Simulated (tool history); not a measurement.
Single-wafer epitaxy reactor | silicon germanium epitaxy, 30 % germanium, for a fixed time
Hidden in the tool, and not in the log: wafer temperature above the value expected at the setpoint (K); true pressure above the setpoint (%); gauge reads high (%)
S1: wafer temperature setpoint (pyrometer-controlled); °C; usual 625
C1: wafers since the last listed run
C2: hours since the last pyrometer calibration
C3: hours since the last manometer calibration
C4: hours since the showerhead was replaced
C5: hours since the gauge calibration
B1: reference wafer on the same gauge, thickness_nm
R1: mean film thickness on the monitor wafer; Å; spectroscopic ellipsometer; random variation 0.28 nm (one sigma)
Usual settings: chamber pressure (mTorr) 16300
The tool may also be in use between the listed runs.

Run 1, hour 0.0: usual settings but chamber pressure (mTorr) 19600; C1 0; C2 1259.2; C3 1364.6; C4 5674.3; C5 271.7; B1 87.019. Result: R1 1008.51 Å.
Run 2, hour 54.7: usual settings but chamber pressure (mTorr) 19600; C1 923; C2 1313.9; C3 1419.3; C4 5729.0; C5 326.4; B1 87.009. Result: R1 1004.04 Å.
Run 3, hour 103.0: usual settings but chamber pressure (mTorr) 19600; C1 815; C2 1362.2; C3 1467.6; C4 5777.3; C5 374.7; B1 86.962. Result: R1 1003.88 Å.
Run 4, hour 138.8: usual settings but S1 614 °C; C1 604; C2 1398.0; C3 1503.4; C4 5813.1; C5 410.5; B1 86.945. Result: R1 794.69 Å.
Run 5, hour 204.9: usual settings but chamber pressure (mTorr) 13900; C1 1116; C2 1464.1; C3 1569.5; C4 5879.2; C5 476.6; B1 87.066. Result: R1 899.54 Å.
Run 6, hour 268.2: usual settings; C1 1068; C2 1527.4; C3 1632.8; C4 5942.5; C5 539.9; B1 86.978. Result: R1 944.36 Å.
Run 7, hour 298.8: usual settings; C1 516; C2 1558.0; C3 1663.4; C4 5973.1; C5 570.5; B1 87.035. Result: R1 938.26 Å.
Run 8, hour 362.8: usual settings; C1 1080; C2 1622.0; C3 1727.4; C4 6037.1; C5 634.5; B1 87.098. Result: R1 951.11 Å.
Run 9, hour 420.7: usual settings but chamber pressure (mTorr) 17500; C1 977; C2 1679.9; C3 1785.3; C4 6095.0; C5 692.4; B1 87.052. Result: R1 973.13 Å.
Run 10, hour 488.1: usual settings but chamber pressure (mTorr) 18800; C1 1138; C2 1747.3; C3 1852.7; C4 6162.4; C5 759.8; B1 87.029. Result: R1 988.29 Å.
Run 11, hour 559.0: usual settings but chamber pressure (mTorr) 18800; C1 1197; C2 1818.2; C3 1923.6; C4 6233.3; C5 830.7; B1 86.955. Result: R1 990.73 Å.
Run 12, hour 603.9: usual settings but chamber pressure (mTorr) 13400; C1 758; C2 1863.1; C3 1968.5; C4 6278.2; C5 875.6; B1 86.973. Result: R1 891.30 Å.
Run 13, hour 650.9: usual settings but chamber pressure (mTorr) 13400; C1 793; C2 1910.1; C3 2015.5; C4 6325.2; C5 922.6; B1 86.915. Result: R1 884.46 Å.
At hour 680.3: capacitance manometer re-zeroed and calibrated.
Run 14, hour 695.6: usual settings; C1 619; C2 1954.8; C3 15.3; C4 6369.9; C5 967.3; B1 87.042. Result: R1 927.06 Å.
Run 15, hour 759.7: usual settings; C1 1082; C2 2018.9; C3 79.4; C4 6434.0; C5 1031.4; B1 87.000. Result: R1 929.04 Å.
Run 16, hour 793.8: usual settings; C1 575; C2 2053.0; C3 113.5; C4 6468.1; C5 1065.5; B1 87.013. Result: R1 929.11 Å.
Run 17, hour 844.4: usual settings but S1 638 °C, chamber pressure (mTorr) 13600; C1 854; C2 2103.6; C3 164.1; C4 6518.7; C5 1116.1; B1 86.961. Result: R1 1070.98 Å.
Run 18, hour 870.9: usual settings but S1 613 °C, chamber pressure (mTorr) 12500; C1 447; C2 2130.1; C3 190.6; C4 6545.2; C5 1142.6; B1 86.958. Result: R1 712.13 Å.
Run 19, hour 938.6: usual settings but S1 631 °C; C1 1143; C2 2197.8; C3 258.3; C4 6612.9; C5 1210.3; B1 87.043. Result: R1 1025.29 Å.
Run 20, hour 999.1: usual settings but S1 630 °C; C1 1021; C2 2258.3; C3 318.8; C4 6673.4; C5 1270.8; B1 87.019. Result: R1 1010.26 Å.
Run 21, hour 1035.3: usual settings but chamber pressure (mTorr) 19200; C1 611; C2 2294.5; C3 355.0; C4 6709.6; C5 1307.0; B1 87.065. Result: R1 987.99 Å.

Run 22 comes next. What will it give?
Run 22, hour 1075.4: usual settings; C1 677; C2 2334.6; C3 395.1; C4 6749.7; C5 1347.1; B1 ?. Result: R1 ?.

{"run 22": {"B1": 86.945, "R1": 938.92}}
Without the tool's hidden state the same run would have given R1 930.05 Å.

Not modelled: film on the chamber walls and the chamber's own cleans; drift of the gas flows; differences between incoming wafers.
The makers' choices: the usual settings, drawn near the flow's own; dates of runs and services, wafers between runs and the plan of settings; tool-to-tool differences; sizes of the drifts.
